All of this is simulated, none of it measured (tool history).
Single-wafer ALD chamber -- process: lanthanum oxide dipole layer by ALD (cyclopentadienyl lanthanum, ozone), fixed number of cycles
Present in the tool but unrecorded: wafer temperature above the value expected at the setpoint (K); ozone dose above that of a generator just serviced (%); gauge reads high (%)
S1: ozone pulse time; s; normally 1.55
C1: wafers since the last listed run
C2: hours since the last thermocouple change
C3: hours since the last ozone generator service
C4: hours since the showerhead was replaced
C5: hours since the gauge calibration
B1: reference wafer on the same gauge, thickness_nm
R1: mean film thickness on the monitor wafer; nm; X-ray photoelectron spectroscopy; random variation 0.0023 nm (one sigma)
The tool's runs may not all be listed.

run 1 hour=0 | S1=1.55 | C1=0 C2=918.2 C3=718.9 C4=6296.4 C5=294.2 | B1=0.604 | R1=0.538
run 2 hour=14.3 | S1=1.55 | C1=182 C2=932.5 C3=733.2 C4=6310.7 C5=308.5 | B1=0.604 | R1=0.536
run 3 hour=22.4 | S1=1.55 | C1=103 C2=940.6 C3=741.3 C4=6318.8 C5=316.6 | B1=0.604 | R1=0.54
run 4 hour=33.3 | S1=1.55 | C1=139 C2=951.5 C3=752.2 C4=6329.7 C5=327.5 | B1=0.604 | R1=0.535
run 5 hour=46 | S1=1.12 | C1=162 C2=964.2 C3=764.9 C4=6342.4 C5=340.2 | B1=0.604 | R1=0.485
-- hour=59.8 gauge calibrated
run 6 hour=62 | S1=1.12 | C1=204 C2=980.2 C3=780.9 C4=6358.4 C5=2.2 | B1=0.604 | R1=0.478
run 7 hour=71.9 | S1=1.12 | C1=126 C2=990.1 C3=790.8 C4=6368.3 C5=12.1 | B1=0.604 | R1=0.482
run 8 hour=84.2 | S1=1.09 | C1=157 C2=1002.4 C3=803.1 C4=6380.6 C5=24.4 | B1=0.604 | R1=0.472
run 9 hour=99.1 | S1=1.09 | C1=190 C2=1017.3 C3=818 C4=6395.5 C5=39.3 | B1=0.604 | R1=0.468
run 10 hour=107.8 | S1=1.09 | C1=111 C2=1026 C3=826.7 C4=6404.2 C5=48 | B1=0.605 | R1=0.468
-- hour=123 showerhead replaced
run 11 hour=123.5 | S1=1.99 | C1=98 C2=1041.7 C3=842.4 C4=0.5 C5=63.7 | B1=0.604 | R1=0.559
run 12 hour=130.2 | S1=1.99 | C1=85 C2=1048.4 C3=849.1 C4=7.2 C5=70.4 | B1=0.604 | R1=0.558
run 13 hour=138.6 | S1=1.06 | C1=107 C2=1056.8 C3=857.5 C4=15.6 C5=78.8 | B1=0.604 | R1=0.459
run 14 hour=147.5 | S1=0.95 | C1=113 C2=1065.7 C3=866.4 C4=24.5 C5=87.7 | B1=0.604 | R1=0.436
run 15 hour=159.5 | S1=1.2 | C1=153 C2=1077.7 C3=878.4 C4=36.5 C5=99.7 | B1=0.604 | R1=0.479
run 16 hour=168.1 | S1=1.55 | C1=109 C2=1086.3 C3=887 C4=45.1 C5=108.3 | B1=0.604 | R1=0.518
run 17 hour=199.8 | S1=2.02 | C1=405 C2=1118 C3=918.7 C4=76.8 C5=140 | B1=0.604 | R1=0.551
run 18 hour=211 | S1=1.55 | C1=143 C2=1129.2 C3=929.9 C4=88 C5=151.2 | B1=0.604 | R1=0.515
run 19 hour=228.6 | S1=1.31 | C1=224 C2=1146.8 C3=947.5 C4=105.6 C5=168.8 | B1=0.604 | R1=0.482
-- hour=237.7 ozone generator serviced
run 20 hour=243.2 | S1=1.14 | C1=84 C2=1161.4 C3=5.5 C4=120.2 C5=183.4 | B1=0.604 | R1=0.53
run 21 hour=253.7 | S1=1.77 | C1=134 C2=1171.9 C3=16 C4=130.7 C5=193.9 | B1=0.604 | R1=0.575
-- hour=287.7 thermocouple changed; heater temperature recalibrated
run 22 hour=288.2 | S1=1.39 | C1=338 C2=0.5 C3=50.5 C4=165.2 C5=228.4 | B1=0.604 | R1=0.555
run 23 hour=300.2 | S1=1.95 | C1=153 C2=12.5 C3=62.5 C4=177.2 C5=240.4 | B1=0.604 | R1=0.581
run 24 hour=308.5 | S1=1.55 | C1=106 C2=20.8 C3=70.8 C4=185.5 C5=248.7 | B1=0.604 | R1=0.566
run 25 hour=323.1 | S1=1.98 | C1=186 C2=35.4 C3=85.4 C4=200.1 C5=263.3 | B1=0.605 | R1=0.582
run 26 hour=339.2 | S1=1.55 | C1=205 C2=51.5 C3=101.5 C4=216.2 C5=279.4 | B1=0.605 | R1=0.562
run 27 hour=350.6 | S1=1.55 | C1=145 C2=62.9 C3=112.9 C4=227.6 C5=290.8 | B1=0.604 | R1=0.562
run 28 hour=358.8 | S1=0.93 | C1=104 C2=71.1 C3=121.1 C4=235.8 C5=299 | B1=0.604 | R1=0.492
run 29 hour=376.2 | S1=1.82 | C1=222 C2=88.5 C3=138.5 C4=253.2 C5=316.4 | B1=0.604 | R1=0.575
run 30 hour=383.5 | S1=1.34 | C1=93 C2=95.8 C3=145.8 C4=260.5 C5=323.7 | B1=0.604 | R1=0.55
run 31 hour=399.2 | S1=0.98 | C1=200 C2=111.5 C3=161.5 C4=276.2 C5=339.4 | B1=0.604 | R1=0.503
run 32 hour=411.1 | S1=2.11 | C1=152 C2=123.4 C3=173.4 C4=288.1 C5=351.3 | B1=0.604 | R1=0.586
run 33 hour=419.3 | S1=1.91 | C1=104 C2=131.6 C3=181.6 C4=296.3 C5=359.5 | B1=0.604 | R1=0.578
run 34 hour=429.4 | S1=1.86 | C1=129 C2=141.7 C3=191.7 C4=306.4 C5=369.6 | B1=0.604 | R1=0.58

Forecast each of these 4 alternatives for the next run:
run A hour=429.8 | S1=1.27 | C1=5 C2=142.1 C3=192.1 C4=306.8 C5=370 | B1=? | R1=?
run B hour=429.8 | S1=2.01 | C1=5 C2=142.1 C3=192.1 C4=306.8 C5=370 | B1=? | R1=?
run C hour=429.8 | S1=0.96 | C1=5 C2=142.1 C3=192.1 C4=306.8 C5=370 | B1=? | R1=?
run D hour=429.8 | S1=1.07 | C1=5 C2=142.1 C3=192.1 C4=306.8 C5=370 | B1=? | R1=?

run=A B1=0.603 R1=0.545
run=B B1=0.603 R1=0.584
run=C B1=0.603 R1=0.503
run=D B1=0.603 R1=0.521
The same runs, with their run-to-run variation unchanged, on a tool lacking any hidden condition would have given:
run=A R1=0.551
run=B R1=0.586
run=C R1=0.511
run=D R1=0.528

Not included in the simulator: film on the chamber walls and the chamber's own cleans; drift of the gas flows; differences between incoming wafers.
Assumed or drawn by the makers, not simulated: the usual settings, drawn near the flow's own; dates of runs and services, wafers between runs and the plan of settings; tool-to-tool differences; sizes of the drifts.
